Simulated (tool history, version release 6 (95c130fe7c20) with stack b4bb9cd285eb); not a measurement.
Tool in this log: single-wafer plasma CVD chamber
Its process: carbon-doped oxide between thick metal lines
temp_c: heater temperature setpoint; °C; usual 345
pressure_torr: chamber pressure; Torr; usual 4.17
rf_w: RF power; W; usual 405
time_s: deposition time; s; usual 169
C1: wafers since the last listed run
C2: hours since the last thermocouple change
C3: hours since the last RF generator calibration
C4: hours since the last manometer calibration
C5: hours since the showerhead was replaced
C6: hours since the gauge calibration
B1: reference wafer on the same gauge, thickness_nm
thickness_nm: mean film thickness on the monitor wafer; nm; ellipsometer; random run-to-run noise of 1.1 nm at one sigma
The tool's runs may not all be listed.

run 1 hour=0 | temp_c=345 pressure_torr=4.17 rf_w=405 time_s=169 | C1=0 C2=1043.5 C3=1203.6 C4=2541 C5=6556 C6=174.4 | B1=881.852 | thickness_nm=709.391
run 2 hour=15.7 | temp_c=345 pressure_torr=4.17 rf_w=380 time_s=151 | C1=118 C2=1059.2 C3=1219.3 C4=2556.7 C5=6571.7 C6=190.1 | B1=881.859 | thickness_nm=597.643
run 3 hour=25 | temp_c=345 pressure_torr=4.17 rf_w=380 time_s=151 | C1=70 C2=1068.5 C3=1228.6 C4=2566 C5=6581 C6=199.4 | B1=882.165 | thickness_nm=596.569
run 4 hour=38.3 | temp_c=345 pressure_torr=4.17 rf_w=380 time_s=151 | C1=100 C2=1081.8 C3=1241.9 C4=2579.3 C5=6594.3 C6=212.7 | B1=882.161 | thickness_nm=598.599
run 5 hour=52.4 | temp_c=345 pressure_torr=3.79 rf_w=405 time_s=169 | C1=106 C2=1095.9 C3=1256 C4=2593.4 C5=6608.4 C6=226.8 | B1=882.211 | thickness_nm=699.236
run 6 hour=61.5 | temp_c=334 pressure_torr=4.17 rf_w=435 time_s=169 | C1=68 C2=1105 C3=1265.1 C4=2602.5 C5=6617.5 C6=235.9 | B1=882.178 | thickness_nm=780.558
run 7 hour=70.9 | temp_c=334 pressure_torr=4.17 rf_w=435 time_s=169 | C1=70 C2=1114.4 C3=1274.5 C4=2611.9 C5=6626.9 C6=245.3 | B1=881.938 | thickness_nm=779.204
run 8 hour=78.8 | temp_c=345 pressure_torr=4.17 rf_w=355 time_s=169 | C1=59 C2=1122.3 C3=1282.4 C4=2619.8 C5=6634.8 C6=253.2 | B1=882.059 | thickness_nm=628.52
run 9 hour=92.9 | temp_c=345 pressure_torr=4.17 rf_w=355 time_s=169 | C1=106 C2=1136.4 C3=1296.5 C4=2633.9 C5=6648.9 C6=267.3 | B1=882.038 | thickness_nm=630.441
run 10 hour=108.8 | temp_c=345 pressure_torr=4.17 rf_w=355 time_s=169 | C1=119 C2=1152.3 C3=1312.4 C4=2649.8 C5=6664.8 C6=283.2 | B1=881.679 | thickness_nm=629.205
run 11 hour=117.5 | temp_c=345 pressure_torr=4.17 rf_w=450 time_s=169 | C1=65 C2=1161 C3=1321.1 C4=2658.5 C5=6673.5 C6=291.9 | B1=882.005 | thickness_nm=772.493
run 12 hour=134.8 | temp_c=345 pressure_torr=4.17 rf_w=450 time_s=169 | C1=130 C2=1178.3 C3=1338.4 C4=2675.8 C5=6690.8 C6=309.2 | B1=882.012 | thickness_nm=771.522
run 13 hour=150.5 | temp_c=345 pressure_torr=4.17 rf_w=405 time_s=169 | C1=118 C2=1194 C3=1354.1 C4=2691.5 C5=6706.5 C6=324.9 | B1=882.177 | thickness_nm=704.445
-- hour=167 showerhead replaced
run 14 hour=167.5 | temp_c=345 pressure_torr=4.17 rf_w=405 time_s=203 | C1=67 C2=1211 C3=1371.1 C4=2708.5 C5=0.5 C6=341.9 | B1=881.944 | thickness_nm=845.775
-- hour=183.4 thermocouple changed; heater temperature recalibrated
run 15 hour=183.9 | temp_c=345 pressure_torr=4.17 rf_w=450 time_s=194 | C1=63 C2=0.5 C3=1387.5 C4=2724.9 C5=16.9 C6=358.3 | B1=882.037 | thickness_nm=869.013
run 16 hour=187.7 | temp_c=345 pressure_torr=4.17 rf_w=380 time_s=151 | C1=28 C2=4.3 C3=1391.3 C4=2728.7 C5=20.7 C6=362.1 | B1=882.089 | thickness_nm=584.428
run 17 hour=196.9 | temp_c=345 pressure_torr=4.17 rf_w=480 time_s=169 | C1=69 C2=13.5 C3=1400.5 C4=2737.9 C5=29.9 C6=371.3 | B1=882.096 | thickness_nm=796.804
-- hour=206.1 gauge calibrated
-- hour=217.6 capacitance manometer re-zeroed and calibrated
run 18 hour=218.1 | temp_c=338 pressure_torr=3.53 rf_w=405 time_s=169 | C1=99 C2=34.7 C3=1421.7 C4=0.5 C5=51.1 C6=12 | B1=881.714 | thickness_nm=693.029
run 19 hour=218.4 | temp_c=345 pressure_torr=5.09 rf_w=485 time_s=169 | C1=2 C2=35 C3=1422 C4=0.8 C5=51.4 C6=12.3 | B1=882.21 | thickness_nm=824.07
-- hour=227 RF generator calibrated
run 20 hour=227.5 | temp_c=345 pressure_torr=4.17 rf_w=405 time_s=169 | C1=8 C2=44.1 C3=0.5 C4=9.9 C5=60.5 C6=21.4 | B1=881.886 | thickness_nm=740.141
run 21 hour=239.6 | temp_c=345 pressure_torr=4.17 rf_w=355 time_s=169 | C1=91 C2=56.2 C3=12.6 C4=22 C5=72.6 C6=33.5 | B1=882.074 | thickness_nm=660.011
run 22 hour=254.3 | temp_c=335 pressure_torr=3.35 rf_w=470 time_s=141 | C1=110 C2=70.9 C3=27.3 C4=36.7 C5=87.3 C6=48.2 | B1=881.997 | thickness_nm=702.946
run 23 hour=266 | temp_c=352 pressure_torr=4.17 rf_w=430 time_s=153 | C1=88 C2=82.6 C3=39 C4=48.4 C5=99 C6=59.9 | B1=881.938 | thickness_nm=689.908

Estimate the outcome of run 24 from the log above:
run 24 hour=278.8 | temp_c=345 pressure_torr=4.17 rf_w=465 time_s=187 | C1=96 C2=95.4 C3=51.8 C4=61.2 C5=111.8 C6=72.7 | B1=? | thickness_nm=?

{"run 24": {"B1": 881.827, "thickness_nm": 912.319}}
On a tool with no hidden condition, and with the same random variation, this run would have come out at thickness_nm 915.483 nm.

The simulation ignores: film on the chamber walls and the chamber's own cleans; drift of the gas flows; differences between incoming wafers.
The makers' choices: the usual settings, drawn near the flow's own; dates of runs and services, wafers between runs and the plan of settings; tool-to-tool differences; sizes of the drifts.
